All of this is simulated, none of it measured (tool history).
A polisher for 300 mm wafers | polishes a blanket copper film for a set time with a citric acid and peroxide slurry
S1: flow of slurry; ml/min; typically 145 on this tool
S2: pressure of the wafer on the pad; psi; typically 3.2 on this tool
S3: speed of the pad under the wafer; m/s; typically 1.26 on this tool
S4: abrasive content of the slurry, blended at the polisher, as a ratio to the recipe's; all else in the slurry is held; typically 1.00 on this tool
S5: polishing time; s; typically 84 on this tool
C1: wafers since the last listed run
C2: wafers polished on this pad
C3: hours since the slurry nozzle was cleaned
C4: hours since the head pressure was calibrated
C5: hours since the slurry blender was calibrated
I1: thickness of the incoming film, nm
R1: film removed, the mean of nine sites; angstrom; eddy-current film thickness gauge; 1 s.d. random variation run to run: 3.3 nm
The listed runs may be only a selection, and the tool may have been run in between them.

{"run": 1, "hour": 0.0, "S1": 145, "S2": 3.2, "S3": 1.26, "S4": 1.1, "S5": 84, "C1": 0, "C2": 1394, "C3": 212.9, "C4": 473.5, "C5": 320.0, "I1": 832.6, "R1": 2345}
{"run": 2, "hour": 36.3, "S1": 145, "S2": 3.2, "S3": 1.26, "S4": 1.1, "S5": 84, "C1": 393, "C2": 1787, "C3": 249.2, "C4": 509.8, "C5": 356.3, "I1": 822.5, "R1": 2279}
{"run": 3, "hour": 101.9, "S1": 145, "S2": 3.2, "S3": 1.26, "S4": 1.0, "S5": 84, "C1": 710, "C2": 2498, "C3": 314.8, "C4": 575.4, "C5": 421.9, "I1": 842.9, "R1": 2345}
{"hour": 125.0, "done": "worn pad replaced by a new one"}
{"run": 4, "hour": 142.5, "S1": 145, "S2": 3.2, "S3": 1.26, "S4": 1.0, "S5": 84, "C1": 396, "C2": 189, "C3": 355.4, "C4": 616.0, "C5": 462.5, "I1": 825.8, "R1": 2612}
{"hour": 157.1, "done": "slurry nozzle cleaned"}
{"hour": 170.4, "done": "slurry blender recalibrated"}
{"run": 5, "hour": 185.7, "S1": 145, "S2": 3.2, "S3": 1.26, "S4": 1.0, "S5": 84, "C1": 435, "C2": 624, "C3": 28.6, "C4": 659.2, "C5": 15.3, "I1": 841.0, "R1": 2438}
{"run": 6, "hour": 241.1, "S1": 145, "S2": 3.2, "S3": 1.26, "S4": 1.0, "S5": 84, "C1": 600, "C2": 1224, "C3": 84.0, "C4": 714.6, "C5": 70.7, "I1": 827.4, "R1": 2377}
{"run": 7, "hour": 276.7, "S1": 145, "S2": 3.2, "S3": 1.26, "S4": 1.0, "S5": 84, "C1": 385, "C2": 1610, "C3": 119.6, "C4": 750.2, "C5": 106.3, "I1": 827.1, "R1": 2340}
{"run": 8, "hour": 309.1, "S1": 145, "S2": 3.2, "S3": 1.26, "S4": 1.0, "S5": 84, "C1": 350, "C2": 1961, "C3": 152.0, "C4": 782.6, "C5": 138.7, "I1": 832.4, "R1": 2356}
{"run": 9, "hour": 343.8, "S1": 145, "S2": 3.2, "S3": 1.26, "S4": 1.0, "S5": 84, "C1": 375, "C2": 2337, "C3": 186.7, "C4": 817.3, "C5": 173.4, "I1": 821.3, "R1": 2352}
{"hour": 359.7, "done": "worn pad replaced by a new one"}
{"run": 10, "hour": 385.5, "S1": 145, "S2": 3.2, "S3": 1.26, "S4": 1.0, "S5": 84, "C1": 408, "C2": 279, "C3": 228.4, "C4": 859.0, "C5": 215.1, "I1": 833.4, "R1": 2576}
{"run": 11, "hour": 440.7, "S1": 145, "S2": 3.2, "S3": 1.26, "S4": 1.0, "S5": 84, "C1": 597, "C2": 877, "C3": 283.6, "C4": 914.2, "C5": 270.3, "I1": 830.3, "R1": 2440}
{"run": 12, "hour": 475.8, "S1": 145, "S2": 3.2, "S3": 1.26, "S4": 1.0, "S5": 84, "C1": 380, "C2": 1257, "C3": 318.7, "C4": 949.3, "C5": 305.4, "I1": 833.7, "R1": 2437}
{"run": 13, "hour": 503.1, "S1": 145, "S2": 3.2, "S3": 1.26, "S4": 1.0, "S5": 84, "C1": 295, "C2": 1553, "C3": 346.0, "C4": 976.6, "C5": 332.7, "I1": 836.8, "R1": 2411}
{"hour": 529.4, "done": "slurry nozzle cleaned"}
{"hour": 542.9, "done": "head pressure recalibrated"}
{"run": 14, "hour": 553.8, "S1": 145, "S2": 3.2, "S3": 1.26, "S4": 1.0, "S5": 63, "C1": 516, "C2": 2070, "C3": 24.4, "C4": 10.9, "C5": 383.4, "I1": 824.8, "R1": 1602}
{"hour": 567.1, "done": "worn pad replaced by a new one"}
{"hour": 577.5, "done": "slurry blender recalibrated"}
{"run": 15, "hour": 594.1, "S1": 100, "S2": 3.2, "S3": 1.26, "S4": 1.0, "S5": 63, "C1": 371, "C2": 271, "C3": 64.7, "C4": 51.2, "C5": 16.6, "I1": 824.7, "R1": 1624}
{"run": 16, "hour": 647.0, "S1": 145, "S2": 3.2, "S3": 1.12, "S4": 1.0, "S5": 97, "C1": 572, "C2": 843, "C3": 117.6, "C4": 104.1, "C5": 69.5, "I1": 817.5, "R1": 2378}
{"run": 17, "hour": 713.9, "S1": 145, "S2": 3.2, "S3": 1.48, "S4": 1.0, "S5": 84, "C1": 724, "C2": 1568, "C3": 184.5, "C4": 171.0, "C5": 136.4, "I1": 827.5, "R1": 2589}
{"run": 18, "hour": 738.2, "S1": 145, "S2": 3.2, "S3": 1.54, "S4": 0.7, "S5": 84, "C1": 263, "C2": 1831, "C3": 208.8, "C4": 195.3, "C5": 160.7, "I1": 835.9, "R1": 2529}
{"hour": 795.5, "done": "worn pad replaced by a new one"}
{"run": 19, "hour": 807.8, "S1": 145, "S2": 3.2, "S3": 1.58, "S4": 0.85, "S5": 69, "C1": 710, "C2": 133, "C3": 278.4, "C4": 264.9, "C5": 230.3, "I1": 834.0, "R1": 2431}
{"hour": 831.7, "done": "slurry nozzle cleaned"}
{"run": 20, "hour": 841.4, "S1": 100, "S2": 2.5, "S3": 1.64, "S4": 0.8, "S5": 84, "C1": 353, "C2": 486, "C3": 9.7, "C4": 298.5, "C5": 263.9, "I1": 822.7, "R1": 2122}
{"run": 21, "hour": 903.7, "S1": 145, "S2": 2.5, "S3": 1.12, "S4": 0.75, "S5": 103, "C1": 674, "C2": 1161, "C3": 72.0, "C4": 360.8, "C5": 326.2, "I1": 837.8, "R1": 1928}
{"run": 22, "hour": 954.8, "S1": 145, "S2": 3.2, "S3": 1.26, "S4": 1.0, "S5": 84, "C1": 553, "C2": 1714, "C3": 123.1, "C4": 411.9, "C5": 377.3, "I1": 829.0, "R1": 2267}
{"run": 23, "hour": 985.6, "S1": 145, "S2": 3.2, "S3": 1.26, "S4": 1.0, "S5": 84, "C1": 333, "C2": 2048, "C3": 153.9, "C4": 442.7, "C5": 408.1, "I1": 815.7, "R1": 2258}
{"hour": 996.3, "done": "slurry blender recalibrated"}
{"run": 24, "hour": 1032.5, "S1": 145, "S2": 3.2, "S3": 1.26, "S4": 1.15, "S5": 84, "C1": 486, "C2": 2534, "C3": 200.8, "C4": 489.6, "C5": 36.2, "I1": 829.7, "R1": 2305}
{"hour": 1039.0, "done": "worn pad replaced by a new one"}
{"run": 25, "hour": 1070.0, "S1": 145, "S2": 3.2, "S3": 1.26, "S4": 1.0, "S5": 84, "C1": 362, "C2": 335, "C3": 238.3, "C4": 527.1, "C5": 73.7, "I1": 831.6, "R1": 2467}
{"hour": 1119.4, "done": "slurry nozzle cleaned"}
{"run": 26, "hour": 1141.8, "S1": 115, "S2": 4.2, "S3": 1.26, "S4": 0.75, "S5": 97, "C1": 766, "C2": 1102, "C3": 22.4, "C4": 598.9, "C5": 145.5, "I1": 828.4, "R1": 3244}

Subtracting, for every run, the result it would have given without the tool's unlogged condition from the measured result gives the following. The same run-to-run variation enters both numbers; the gauge's scatter may not:
Hidden conditions of the tool in this case: removal rate lost through wear of the pad, %; slurry flow missing at the pad, %; deviation of the head's pressure from its setpoint, %; abrasive missing from the slurry, %.
run=1 R1=-132
run=2 R1=-144
run=3 R1=-155
run=4 R1=+127
run=5 R1=+21
run=6 R1=-43
run=7 R1=-62
run=8 R1=-70
run=9 R1=-73
run=10 R1=+130
run=11 R1=+18
run=12 R1=-17
run=13 R1=-33
run=14 R1=-218
run=15 R1=-46
run=16 R1=-172
run=17 R1=-246
run=18 R1=-249
run=19 R1=+17
run=20 R1=-64
run=21 R1=-131
run=22 R1=-182
run=23 R1=-187
run=24 R1=-193
run=25 R1=+29
run=26 R1=-121
